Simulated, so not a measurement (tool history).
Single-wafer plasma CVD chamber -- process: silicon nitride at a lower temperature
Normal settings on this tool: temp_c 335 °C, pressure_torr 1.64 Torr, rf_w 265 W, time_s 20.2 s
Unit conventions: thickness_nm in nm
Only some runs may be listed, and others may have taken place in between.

run   hour  temp_c  pressure_torr  rf_w  time_s  wafers since the last listed run  hours since the last thermocouple change  hours since the last RF generator calibration  hours since the last manometer calibration  hours since the showerhead was replaced  hours since the gauge calibration  read-back reference wafer on the same gauge, thickness_nm  thickness_nm
  1      0     335           1.64   265    20.2                                 0                                    1733.7                                         1685.5                                      2428.7                                   3739.3                              803.2                                                     21.253        21.528
  2   18.6     335           1.64   265    20.2                               427                                    1752.3                                         1704.1                                      2447.3                                   3757.9                              821.8                                                     21.189        21.496
  3   31.5     335           1.64   265    20.2                               296                                    1765.2                                           1717                                      2460.2                                   3770.8                              834.7                                                     21.187        21.546
      43.9  -- gauge calibrated
  4     66     335           1.64   265    20.2                               792                                    1799.7                                         1751.5                                      2494.7                                   3805.3                               22.1                                                     21.668        21.962
  5   95.1     335           1.64   265    20.2                               668                                    1828.8                                         1780.6                                      2523.8                                   3834.4                               51.2                                                     21.751        21.898
  6  123.5     335           1.64   265    20.2                               652                                    1857.2                                           1809                                      2552.2                                   3862.8                               79.6                                                     21.719         21.97
     139.5  -- RF generator calibrated
  7    140     335           1.64   265    20.2                               195                                    1873.7                                            0.5                                      2568.7                                   3879.3                               96.1                                                     21.681         22.05
  8  172.3     335           1.64   265    20.2                               742                                      1906                                           32.8                                        2601                                   3911.6                              128.4                                                     21.676         21.79
     181.3  -- thermocouple changed; heater temperature recalibrated
  9  189.5     335           1.64   250    20.2                               211                                       8.2                                             50                                      2618.2                                   3928.8                              145.6                                                     21.698        20.869
     234.5  -- showerhead replaced
 10    235     335           1.64   265    20.2                               861                                      53.7                                           95.5                                      2663.7                                      0.5                              191.1                                                     21.643        21.944
 11  252.9     335            1.9   285    22.8                               411                                      71.6                                          113.4                                      2681.6                                     18.4                                209                                                     21.644        27.547
 12  279.1     335           1.64   265    18.7                               602                                      97.8                                          139.6                                      2707.8                                     44.6                              235.2                                                     21.654        20.337
 13    304     328           1.28   305    18.5                               572                                     122.7                                          164.5                                      2732.7                                     69.5                              260.1                                                     21.645        20.343
 14  325.9     343            1.8   220    23.9                               503                                     144.6                                          186.4                                      2754.6                                     91.4                                282                                                     21.656        22.719
 15  342.3     335           1.64   265    18.9                               376                                       161                                          202.8                                        2771                                    107.8                              298.4                                                      21.61        20.391
 16  357.4     335           1.64   265    20.2                               347                                     176.1                                          217.9                                      2786.1                                    122.9                              313.5                                                     21.576        21.833
     375.8  -- capacitance manometer re-zeroed and calibrated
 17  376.3     335           1.33   265    16.8                               250                                       195                                          236.8                                         0.5                                    141.8                              332.4                                                     21.562        16.697
 18  387.1     335           1.64   300    20.2                               248                                     205.8                                          247.6                                        11.3                                    152.6                              343.2                                                     21.602        24.289
 19  411.2     335           1.76   285    20.2                               553                                     229.9                                          271.7                                        35.4                                    176.7                              367.3                                                     21.573        23.835
 20    439     340           1.92   265    20.2                               638                                     257.7                                          299.5                                        63.2                                    204.5                              395.1                                                     21.549        23.128
 21  461.9     335           1.64   295    20.2                               526                                     280.6                                          322.4                                        86.1                                    227.4                                418                                                     21.546        23.737
 22  480.2     335           1.64   265    20.2                               420                                     298.9                                          340.7                                       104.4                                    245.7                              436.3                                                     21.549        21.771
 23  500.2     335           1.75   300    20.2                               459                                     318.9                                          360.7                                       124.4                                    265.7                              456.3                                                     21.463        24.324
 24  521.5     320           1.45   250    20.2                               489                                     340.2                                            382                                       145.7                                      287                              477.6                                                     21.467        19.706
 25    549     335           1.64   265    20.2                               632                                     367.7                                          409.5                                       173.2                                    314.5                              505.1                                                      21.46        21.756
 26  582.2     335           1.64   265    21.9                               763                                     400.9                                          442.7                                       206.4                                    347.7                              538.3                                                     21.413        23.483
 27  605.9     335           1.64   265    20.2                               544                                     424.6                                          466.4                                       230.1                                    371.4                                562                                                     21.423        21.734
 28  620.5     335           1.25   280    20.2                               335                                     439.2                                            481                                       244.7                                      386                              576.6                                                     21.379        19.978

Predict each of these 5 candidate next runs independently; none follows another, all start after run 28:
  A  620.9     335           1.64   265    20.2                                 9                                     439.6                                          481.4                                       245.1                                    386.4                                577                                                          ?             ?
  B  620.9     344           1.64   265    20.2                                 9                                     439.6                                          481.4                                       245.1                                    386.4                                577                                                          ?             ?
  C  620.9     330           1.64   265    23.9                                 9                                     439.6                                          481.4                                       245.1                                    386.4                                577                                                          ?             ?
  D  620.9     347           1.49   265    20.2                                 9                                     439.6                                          481.4                                       245.1                                    386.4                                577                                                          ?             ?
  E  620.9     335           1.32   265    16.6                                 9                                     439.6                                          481.4                                       245.1                                    386.4                                577                                                          ?             ?

run  read-back reference wafer on the same gauge, thickness_nm  thickness_nm
  A                                                     21.413        21.532
  B                                                     21.413        21.452
  C                                                     21.413        25.519
  D                                                     21.413        20.604
  E                                                     21.413        16.136
The same runs, with their run-to-run variation unchanged, on a tool lacking any hidden condition would have given:
run  thickness_nm
  A         21.95
  B        21.868
  C        26.014
  D        21.004
  E        16.448

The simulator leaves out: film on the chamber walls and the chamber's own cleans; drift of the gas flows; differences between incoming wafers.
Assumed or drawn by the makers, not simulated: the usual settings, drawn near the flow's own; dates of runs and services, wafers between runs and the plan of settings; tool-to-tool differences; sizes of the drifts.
